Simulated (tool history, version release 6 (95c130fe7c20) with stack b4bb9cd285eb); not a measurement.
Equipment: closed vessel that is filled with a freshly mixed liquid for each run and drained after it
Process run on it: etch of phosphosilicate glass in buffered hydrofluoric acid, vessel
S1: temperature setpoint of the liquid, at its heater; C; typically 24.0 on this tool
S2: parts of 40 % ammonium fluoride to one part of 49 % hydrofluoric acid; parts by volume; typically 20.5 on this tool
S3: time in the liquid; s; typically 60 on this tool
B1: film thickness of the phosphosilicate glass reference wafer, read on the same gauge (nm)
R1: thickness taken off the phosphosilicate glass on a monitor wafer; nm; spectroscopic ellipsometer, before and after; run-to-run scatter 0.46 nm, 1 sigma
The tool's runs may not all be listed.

Run 1, hour 0.0: usual settings but S3 35 s; B1 81.39. Result: R1 84.24 nm.
Run 2, hour 37.5: usual settings; B1 81.47. Result: R1 144.34 nm.
Run 3, hour 113.1: usual settings; B1 81.63. Result: R1 144.69 nm.
Run 4, hour 176.2: usual settings; B1 81.76. Result: R1 145.57 nm.
Run 5, hour 241.7: usual settings but S3 85 s; B1 81.84. Result: R1 206.65 nm.
Run 6, hour 291.4: usual settings; B1 81.93. Result: R1 145.41 nm.
Run 7, hour 340.9: usual settings; B1 81.94. Result: R1 146.28 nm.
Run 8, hour 390.3: usual settings but S2 26.0 parts by volume; B1 81.99. Result: R1 123.68 nm.
Run 9, hour 459.8: usual settings but S2 26.0 parts by volume; B1 82.03. Result: R1 122.83 nm.
Run 10, hour 506.7: usual settings but S2 26.0 parts by volume; B1 82.13. Result: R1 123.18 nm.
Run 11, hour 545.6: usual settings; B1 82.07. Result: R1 145.25 nm.
Run 12, hour 588.7: usual settings; B1 82.14. Result: R1 146.22 nm.
At hour 719.2: hydrofluoric acid flow meter replaced.
Run 13, hour 782.1: usual settings but S1 25.5 C, S2 25.5 parts by volume, S3 80 s; B1 82.20. Result: R1 182.09 nm.
Run 14, hour 826.0: usual settings but S1 19.5 C, S2 24.0 parts by volume, S3 80 s; B1 82.25. Result: R1 135.96 nm.
Run 15, hour 885.4: usual settings but S1 20.0 C, S2 18.5 parts by volume; B1 82.31. Result: R1 127.69 nm.
Run 16, hour 947.7: usual settings but S1 25.5 C; B1 82.28. Result: R1 157.96 nm.
Run 17, hour 1004.9: usual settings but S2 25.5 parts by volume; B1 82.28. Result: R1 125.77 nm.
At hour 1048.4: gauge calibrated.
Run 18, hour 1072.5: usual settings but S1 27.0 C, S2 16.5 parts by volume, S3 40 s; B1 79.95. Result: R1 136.88 nm.
Run 19, hour 1138.8: usual settings; B1 80.38. Result: R1 141.52 nm.
Run 20, hour 1177.2: usual settings but S1 21.0 C, S2 13.0 parts by volume, S3 90 s; B1 80.53. Result: R1 282.80 nm.
At hour 1210.6: thermometer replaced.
Run 21, hour 1236.1: usual settings but S2 26.0 parts by volume; B1 80.78. Result: R1 121.84 nm.
Run 22, hour 1262.6: usual settings but S1 26.5 C, S2 17.5 parts by volume, S3 80 s; B1 80.90. Result: R1 254.73 nm.
Run 23, hour 1366.5: usual settings; B1 81.26. Result: R1 144.93 nm.
Run 24, hour 1408.1: usual settings but S2 25.5 parts by volume; B1 81.40. Result: R1 124.12 nm.
Run 25, hour 1464.2: usual settings but S1 19.5 C; B1 81.56. Result: R1 113.30 nm.
Run 26, hour 1494.2: usual settings but S1 21.0 C, S2 13.5 parts by volume, S3 40 s; B1 81.60. Result: R1 122.20 nm.
Run 27, hour 1534.5: usual settings but S1 26.5 C, S2 27.0 parts by volume, S3 30 s; B1 81.72. Result: R1 69.12 nm.
Run 28, hour 1565.5: usual settings but S3 75 s; B1 81.73. Result: R1 180.31 nm.
Run 29, hour 1633.0: usual settings; B1 81.87. Result: R1 145.36 nm.
Run 30, hour 1658.3: usual settings but S1 21.0 C, S2 25.5 parts by volume, S3 50 s; B1 81.91. Result: R1 87.83 nm.
Run 31, hour 1727.7: usual settings; B1 82.01. Result: R1 145.55 nm.

Here are 5 independent what-if runs from the current tool condition. What would each one return?
Run A, hour 1728.4: usual settings but S2 16.5 parts by volume; B1 ?. Result: R1 ?.
Run B, hour 1728.4: usual settings but S1 28.5 C, S2 13.0 parts by volume; B1 ?. Result: R1 ?.
Run C, hour 1728.4: usual settings but S1 20.0 C, S2 23.0 parts by volume, S3 40 s; B1 ?. Result: R1 ?.
Run D, hour 1728.4: usual settings but S1 25.5 C, S2 26.0 parts by volume, S3 80 s; B1 ?. Result: R1 ?.
Run E, hour 1728.4: usual settings but S1 20.0 C, S3 70 s; B1 ?. Result: R1 ?.

run     B1      R1
  A  82.00  178.17
  B  82.00  286.83
  C  82.00   71.48
  D  82.00  178.08
  E  82.00  135.43
Had the tool no hidden state, the same runs would have come out as:
run      R1
  A  173.79
  B  279.79
  C   69.72
  D  173.71
  E  132.10
